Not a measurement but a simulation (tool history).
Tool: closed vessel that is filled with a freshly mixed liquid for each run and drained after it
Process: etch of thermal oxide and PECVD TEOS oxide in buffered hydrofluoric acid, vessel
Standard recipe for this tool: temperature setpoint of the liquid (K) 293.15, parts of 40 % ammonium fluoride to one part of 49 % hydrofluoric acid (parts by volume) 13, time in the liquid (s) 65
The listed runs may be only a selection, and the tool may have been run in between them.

run,hour,temperature setpoint of the liquid (K),parts of 40 % ammonium fluoride to one part of 49 % hydrofluoric acid (parts by volume),time in the liquid (s),wafers since the last listed run,hours since the thermometer was replaced,hours since the hydrofluoric acid flow meter was replaced,hours since the gauge calibration,"read-back film thickness of the thermal oxide reference wafer, read on the same gauge (nm)","read-back film thickness of the PECVD TEOS oxide reference wafer, read on the same gauge (nm)",thickness taken off the thermal oxide on a monitor wafer (Å),thickness taken off the PECVD TEOS oxide on a monitor wafer (Å)
1,0,293.15,13,65,0,652,851.8,133.7,40.02,29.97,416.8,573.1
2,42.5,293.15,13,65,2844,694.5,894.3,176.2,40.02,30.01,409.8,570.6
3,78.4,293.15,13,65,2402,730.4,930.2,212.1,40.01,29.99,412.6,566.2
4,110.5,291.65,13,65,2148,762.5,962.3,244.2,40.03,29.93,383.2,524.8
5,144.6,293.15,13,65,2282,796.6,996.4,278.3,39.97,30.06,415.7,571.9
# hour 312.4: thermometer replaced
6,347.7,293.15,16.5,65,13526,35.3,1199.5,481.4,40.01,30.01,324.8,448.1
7,398.4,293.15,14.5,65,3393,86,1250.2,532.1,40.01,29.98,373.9,509.1
# hour 443.8: gauge calibrated
8,463.8,290.15,13,65,4377,151.4,1315.6,20,40.02,29.96,345.5,480.5
9,487.8,293.15,11,65,1606,175.4,1339.6,44,40.03,30.03,489.5,666.1
# hour 534.6: hydrofluoric acid flow meter replaced
10,550,291.65,14.5,80,4096,237.6,15.4,106.2,39.98,29.98,418.5,579.1
11,609.3,291.15,13,65,3969,296.9,74.7,165.5,39.99,30,366.7,504.7
12,652.5,296.65,17,30,2891,340.1,117.9,208.7,40.03,30.02,177,242.8
13,683.5,293.15,13,65,2074,371.1,148.9,239.7,40.02,29.95,406.1,570.8
14,825.8,293.15,13,65,9524,513.4,291.2,382,40.01,29.96,415,568.3
15,855.4,295.15,13,90,1981,543,320.8,411.6,40.02,30.02,635.2,873.5

Each row is a separate what-if for the run after 15, all from the same tool condition, not one after another. Results?
A,856.1,293.15,13,50,46,543.7,321.5,412.3,?,?,?,?
B,856.1,293.15,11,85,46,543.7,321.5,412.3,?,?,?,?
C,856.1,293.15,16,65,46,543.7,321.5,412.3,?,?,?,?
D,856.1,295.15,17,35,46,543.7,321.5,412.3,?,?,?,?
E,856.1,295.65,10,30,46,543.7,321.5,412.3,?,?,?,?

run,"read-back film thickness of the thermal oxide reference wafer, read on the same gauge (nm)","read-back film thickness of the PECVD TEOS oxide reference wafer, read on the same gauge (nm)",thickness taken off the thermal oxide on a monitor wafer (Å),thickness taken off the PECVD TEOS oxide on a monitor wafer (Å)
A,39.99,30.04,316.3,432.2
B,39.99,30.04,633.2,865.1
C,39.99,30.04,335.3,458.1
D,39.99,30.04,190.1,259.8
E,39.99,30.04,281.8,384.9
The same runs, with their run-to-run variation unchanged, on a tool lacking any hidden condition would have given:
run,thickness taken off the thermal oxide on a monitor wafer (Å),thickness taken off the PECVD TEOS oxide on a monitor wafer (Å)
A,316.3,432.2
B,633.2,865.1
C,335.3,458.1
D,190.1,259.8
E,281.8,384.9
